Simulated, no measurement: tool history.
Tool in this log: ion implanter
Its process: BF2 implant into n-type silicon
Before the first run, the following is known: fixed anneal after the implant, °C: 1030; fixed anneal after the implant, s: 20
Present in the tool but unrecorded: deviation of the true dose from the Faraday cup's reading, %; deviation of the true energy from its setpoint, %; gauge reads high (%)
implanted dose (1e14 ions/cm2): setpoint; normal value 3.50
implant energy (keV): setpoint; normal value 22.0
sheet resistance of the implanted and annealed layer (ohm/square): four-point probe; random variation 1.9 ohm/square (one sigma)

run,hour,implanted dose (1e14 ions/cm2),implant energy (keV),wafers since the last listed run,hours since the last dose calibration,hours since the extraction supply was calibrated,hours since the gauge calibration,"read-back reference wafer on the same gauge, sheet resistance",sheet resistance of the implanted and annealed layer (ohm/square)
1,0.0,4.33,26.5,0,1288.4,3297.7,436.0,371.59,278.61
2,26.5,4.33,26.5,451,1314.9,3324.2,462.5,372.27,283.31
3,39.8,4.33,26.5,226,1328.2,3337.5,475.8,372.57,280.88
4,66.6,3.21,22.0,456,1355.0,3364.3,502.6,372.37,365.89
5,101.8,3.21,22.0,599,1390.2,3399.5,537.8,373.30,369.18
6,130.2,3.50,22.0,483,1418.6,3427.9,566.2,373.47,343.91
7,156.8,3.50,22.0,452,1445.2,3454.5,592.8,373.72,343.18
8,187.2,3.50,22.0,517,1475.6,3484.9,623.2,374.80,347.42
9,221.0,3.50,22.0,575,1509.4,3518.7,657.0,374.96,344.70
10,244.6,3.50,22.0,401,1533.0,3542.3,680.6,375.13,345.79
11,257.2,3.50,22.0,214,1545.6,3554.9,693.2,375.60,345.14
12,270.7,3.50,22.0,229,1559.1,3568.4,706.7,375.70,343.28
13,297.0,3.50,22.0,447,1585.4,3594.7,733.0,376.43,347.37
14,322.7,3.50,22.0,437,1611.1,3620.4,758.7,376.74,347.08
15,347.8,3.50,22.0,427,1636.2,3645.5,783.8,376.48,346.52
16,368.3,3.50,22.0,348,1656.7,3666.0,804.3,377.18,348.59
17,388.9,3.50,18.5,350,1677.3,3686.6,824.9,377.27,354.44
18,401.3,2.68,15.5,211,1689.7,3699.0,837.3,377.95,456.40
19,433.8,4.15,22.0,553,1722.2,3731.5,869.8,377.69,299.94
20,468.7,3.50,22.0,593,1757.1,3766.4,904.7,378.64,348.98
21,491.2,2.63,16.5,382,1779.6,3788.9,927.2,378.94,458.83
22,524.0,3.50,22.0,558,1812.4,3821.7,960.0,378.68,350.49
23,538.1,3.50,22.0,239,1826.5,3835.8,974.1,379.39,346.83
24,571.9,3.02,19.5,575,1860.3,3869.6,1007.9,379.93,402.66
# hour 590.2: extraction supply calibrated
25,604.8,3.50,22.0,423,1893.2,14.6,1040.8,380.27,349.21
26,636.9,2.58,19.0,546,1925.3,46.7,1072.9,381.15,455.18
27,653.4,2.98,27.0,280,1941.8,63.2,1089.4,380.93,393.85

Estimate the outcome of run 28 from the log above:
# hour 667.5: Faraday cup replaced and dose calibrated
# hour 683.1: gauge calibrated
28,686.5,2.46,17.0,427,19.0,96.3,3.4,?,?

{"run 28": {"read-back reference wafer on the same gauge, sheet resistance": 366.0, "sheet resistance of the implanted and annealed layer (ohm/square)": 459.87}}
Were there no unlogged condition in the tool, this run, its random variation unchanged, would have produced sheet resistance of the implanted and annealed layer (ohm/square) 459.57.
